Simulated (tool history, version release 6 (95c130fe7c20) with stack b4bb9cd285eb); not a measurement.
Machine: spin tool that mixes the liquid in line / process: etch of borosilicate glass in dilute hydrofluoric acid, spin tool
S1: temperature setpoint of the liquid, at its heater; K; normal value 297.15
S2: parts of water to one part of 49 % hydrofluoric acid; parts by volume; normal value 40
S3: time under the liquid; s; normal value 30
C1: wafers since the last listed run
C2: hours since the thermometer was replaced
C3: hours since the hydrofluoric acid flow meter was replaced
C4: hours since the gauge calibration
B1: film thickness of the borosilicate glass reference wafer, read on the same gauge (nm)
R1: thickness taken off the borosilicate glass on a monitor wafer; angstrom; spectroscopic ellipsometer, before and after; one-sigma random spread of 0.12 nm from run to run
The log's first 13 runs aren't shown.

{"run": 14, "hour": 357.0, "S1": 297.15, "S2": 25, "S3": 30, "C1": 197, "C2": 256.2, "C3": 135.7, "C4": 193.2, "B1": 30.0, "R1": 233.3}
{"run": 15, "hour": 387.2, "S1": 300.15, "S2": 25, "S3": 30, "C1": 329, "C2": 286.4, "C3": 165.9, "C4": 223.4, "B1": 30.03, "R1": 265.2}
{"run": 16, "hour": 485.2, "S1": 294.65, "S2": 60, "S3": 40, "C1": 1069, "C2": 384.4, "C3": 263.9, "C4": 321.4, "B1": 30.1, "R1": 113.3}
{"run": 17, "hour": 508.6, "S1": 300.65, "S2": 40, "S3": 45, "C1": 255, "C2": 407.8, "C3": 287.3, "C4": 344.8, "B1": 30.1, "R1": 249.8}
{"run": 18, "hour": 530.2, "S1": 294.15, "S2": 40, "S3": 30, "C1": 235, "C2": 429.4, "C3": 308.9, "C4": 366.4, "B1": 30.15, "R1": 128.8}
{"run": 19, "hour": 544.0, "S1": 297.15, "S2": 40, "S3": 30, "C1": 150, "C2": 443.2, "C3": 322.7, "C4": 380.2, "B1": 30.14, "R1": 145.8}
{"run": 20, "hour": 570.9, "S1": 297.15, "S2": 40, "S3": 30, "C1": 293, "C2": 470.1, "C3": 349.6, "C4": 407.1, "B1": 30.18, "R1": 145.7}
{"run": 21, "hour": 596.5, "S1": 294.65, "S2": 50, "S3": 15, "C1": 279, "C2": 495.7, "C3": 375.2, "C4": 432.7, "B1": 30.18, "R1": 51.8}
{"run": 22, "hour": 611.1, "S1": 301.65, "S2": 30, "S3": 30, "C1": 159, "C2": 510.3, "C3": 389.8, "C4": 447.3, "B1": 30.22, "R1": 235.0}
{"run": 23, "hour": 628.1, "S1": 297.15, "S2": 50, "S3": 50, "C1": 185, "C2": 527.3, "C3": 406.8, "C4": 464.3, "B1": 30.21, "R1": 191.1}
{"run": 24, "hour": 651.1, "S1": 295.65, "S2": 55, "S3": 30, "C1": 251, "C2": 550.3, "C3": 429.8, "C4": 487.3, "B1": 30.27, "R1": 98.4}
{"run": 25, "hour": 666.9, "S1": 301.15, "S2": 40, "S3": 30, "C1": 172, "C2": 566.1, "C3": 445.6, "C4": 503.1, "B1": 30.26, "R1": 173.1}
{"run": 26, "hour": 679.0, "S1": 295.15, "S2": 25, "S3": 30, "C1": 132, "C2": 578.2, "C3": 457.7, "C4": 515.2, "B1": 30.27, "R1": 221.1}
{"run": 27, "hour": 696.2, "S1": 297.15, "S2": 40, "S3": 30, "C1": 187, "C2": 595.4, "C3": 474.9, "C4": 532.4, "B1": 30.28, "R1": 146.4}
{"run": 28, "hour": 784.6, "S1": 297.15, "S2": 40, "S3": 15, "C1": 964, "C2": 683.8, "C3": 563.3, "C4": 620.8, "B1": 30.45, "R1": 75.0}
{"run": 29, "hour": 802.2, "S1": 297.15, "S2": 60, "S3": 30, "C1": 192, "C2": 701.4, "C3": 580.9, "C4": 638.4, "B1": 30.45, "R1": 95.6}
{"run": 30, "hour": 827.6, "S1": 297.15, "S2": 40, "S3": 50, "C1": 277, "C2": 726.8, "C3": 606.3, "C4": 663.8, "B1": 30.46, "R1": 243.4}
{"run": 31, "hour": 852.0, "S1": 297.15, "S2": 40, "S3": 45, "C1": 266, "C2": 751.2, "C3": 630.7, "C4": 688.2, "B1": 30.51, "R1": 222.3}
{"run": 32, "hour": 875.1, "S1": 298.65, "S2": 60, "S3": 45, "C1": 252, "C2": 774.3, "C3": 653.8, "C4": 711.3, "B1": 30.59, "R1": 153.3}

Consider 5 possible next runs. They are alternatives, not a sequence: every one starts from the tool as it was left by run 32. What does each give?
{"run": "A", "hour": 875.5, "S1": 297.15, "S2": 40, "S3": 30, "C1": 4, "C2": 774.7, "C3": 654.2, "C4": 711.7, "B1": "?", "R1": "?"}
{"run": "B", "hour": 875.5, "S1": 297.15, "S2": 50, "S3": 15, "C1": 4, "C2": 774.7, "C3": 654.2, "C4": 711.7, "B1": "?", "R1": "?"}
{"run": "C", "hour": 875.5, "S1": 295.15, "S2": 50, "S3": 15, "C1": 4, "C2": 774.7, "C3": 654.2, "C4": 711.7, "B1": "?", "R1": "?"}
{"run": "D", "hour": 875.5, "S1": 294.65, "S2": 40, "S3": 45, "C1": 4, "C2": 774.7, "C3": 654.2, "C4": 711.7, "B1": "?", "R1": "?"}
{"run": "E", "hour": 875.5, "S1": 298.65, "S2": 50, "S3": 30, "C1": 4, "C2": 774.7, "C3": 654.2, "C4": 711.7, "B1": "?", "R1": "?"}

run=A B1=30.55 R1=148.0
run=B B1=30.55 R1=58.4
run=C B1=30.55 R1=53.8
run=D B1=30.55 R1=199.9
run=E B1=30.55 R1=124.2
Without the tool's unlogged condition, the same runs would have read:
run=A R1=145.3
run=B R1=57.4
run=C R1=52.8
run=D R1=196.3
run=E R1=122.0
